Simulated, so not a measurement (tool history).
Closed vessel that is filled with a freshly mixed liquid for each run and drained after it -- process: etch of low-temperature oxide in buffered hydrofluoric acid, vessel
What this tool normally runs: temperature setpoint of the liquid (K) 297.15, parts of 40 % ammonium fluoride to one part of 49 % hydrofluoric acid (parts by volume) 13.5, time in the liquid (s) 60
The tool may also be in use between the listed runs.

run,day,temperature setpoint of the liquid (K),parts of 40 % ammonium fluoride to one part of 49 % hydrofluoric acid (parts by volume),time in the liquid (s),"read-back film thickness of the low-temperature oxide reference wafer, read on the same gauge (nm)",thickness taken off the low-temperature oxide on a monitor wafer (angstrom)
1,0,297.15,13.5,60,40.02,1809.2
2,0.625,297.15,13.5,60,40,1792.5
3,1.242,300.15,13.5,60,39.99,2121.7
# day 1.354: gauge calibrated
4,1.662,300.15,13.5,60,39.99,2120.6
5,2.025,300.15,13.5,60,40.01,2141.2
6,2.408,297.15,13.5,60,40.02,1810.8
7,3.529,293.65,13.5,60,40.01,1490.2
8,3.842,293.65,13.5,60,39.99,1481.1
# day 4.167: thermometer replaced
9,4.275,293.65,13.5,60,40.01,1471.9
10,4.704,297.15,13.5,60,40.01,1797.7
11,5.05,297.15,13.5,60,40.03,1824.4
# day 5.208: hydrofluoric acid flow meter replaced
12,5.304,294.65,13.5,60,40.01,1687.7
13,5.942,292.65,8.5,75,40,2905.5
14,6.475,297.15,11,35,40,1343.8
15,6.942,299.15,11,60,40,2570.9
# day 7.012: hydrofluoric acid flow meter replaced, repeated, since the last time left the tool worse
# day 7.212: gauge calibrated
16,7.571,297.15,13.5,60,40.02,1669.4
17,8.058,299.65,17.5,75,39.99,1856.8
18,8.588,300.65,13.5,80,39.99,2686.1
19,9.333,294.65,15,60,39.99,1321.4

List, for all runs, the conditions of the tool that the log does not record:
liquid hotter than its thermometer reads (K): 0 in every run
gauge reads high (%): 0 in every run
H1: hydrofluoric acid flow above the setpoint (%)
run,H1
1,8.11
2,8.24
3,8.37
4,8.45
5,8.53
6,8.61
7,8.84
8,8.91
9,9
10,9.09
11,9.16
12,15.3
13,15.4
14,15.5
15,15.6
16,0.361
17,0.463
18,0.573
19,0.729
